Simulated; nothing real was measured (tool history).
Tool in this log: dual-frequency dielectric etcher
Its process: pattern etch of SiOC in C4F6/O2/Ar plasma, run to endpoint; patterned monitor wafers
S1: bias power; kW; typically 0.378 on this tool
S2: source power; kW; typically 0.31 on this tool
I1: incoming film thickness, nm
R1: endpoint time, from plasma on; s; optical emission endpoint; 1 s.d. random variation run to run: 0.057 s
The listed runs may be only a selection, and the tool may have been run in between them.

run   hour     S1    S2     I1    R1
  1      0  0.422  0.31  26.04   9.6
  2   29.6  0.422  0.31  25.84   9.4
  3   43.9  0.378  0.31   25.9  10.1
  4   66.7  0.378  0.31  26.29  10.2
  5   81.4   0.33  0.31  25.82  10.6
  6  106.7   0.33  0.31  25.99  10.8
  7  134.8   0.33  0.31  25.92  10.7
  8  170.8  0.378  0.31  26.03    10
  9  192.7  0.378  0.31  25.95  10.1
 10  240.4  0.353  0.35     26   9.9
 11  240.7  0.378  0.24  26.01  11.2
 12  326.3  0.321  0.24  25.84    12
 13  340.1  0.344  0.25  25.92  11.5
 14  373.5  0.378  0.31  26.09    10
 15  397.5  0.378  0.31  25.96  10.1
 16  432.7  0.445  0.31  26.26   9.4
 17  460.6  0.301  0.36  25.88  10.5
 18  483.9  0.426  0.35  25.95   9.1
 19  525.7  0.378  0.31   26.1  10.1

Removed from this log: 5 entries logged between the listed runs. Between which two listed runs does each belong, and how does the tool's hidden state at the listed run before it compare with that at the listed run after it?
In the gap between runs 7 and 8: wet clean of the chamber (hour 165.2)
  both runs share identical hidden conditions
In the gap between runs 8 and 9: bias power generator calibrated (hour 192.2)
  both runs share identical hidden conditions
In the gap between runs 9 and 10: upper electrode replaced (hour 239.9)
  both runs share identical hidden conditions
In the gap between runs 14 and 15: source power generator calibrated (hour 381.8)
  both runs share identical hidden conditions
In the gap between runs 18 and 19: wet clean of the chamber (hour 525.2)
  both runs share identical hidden conditions

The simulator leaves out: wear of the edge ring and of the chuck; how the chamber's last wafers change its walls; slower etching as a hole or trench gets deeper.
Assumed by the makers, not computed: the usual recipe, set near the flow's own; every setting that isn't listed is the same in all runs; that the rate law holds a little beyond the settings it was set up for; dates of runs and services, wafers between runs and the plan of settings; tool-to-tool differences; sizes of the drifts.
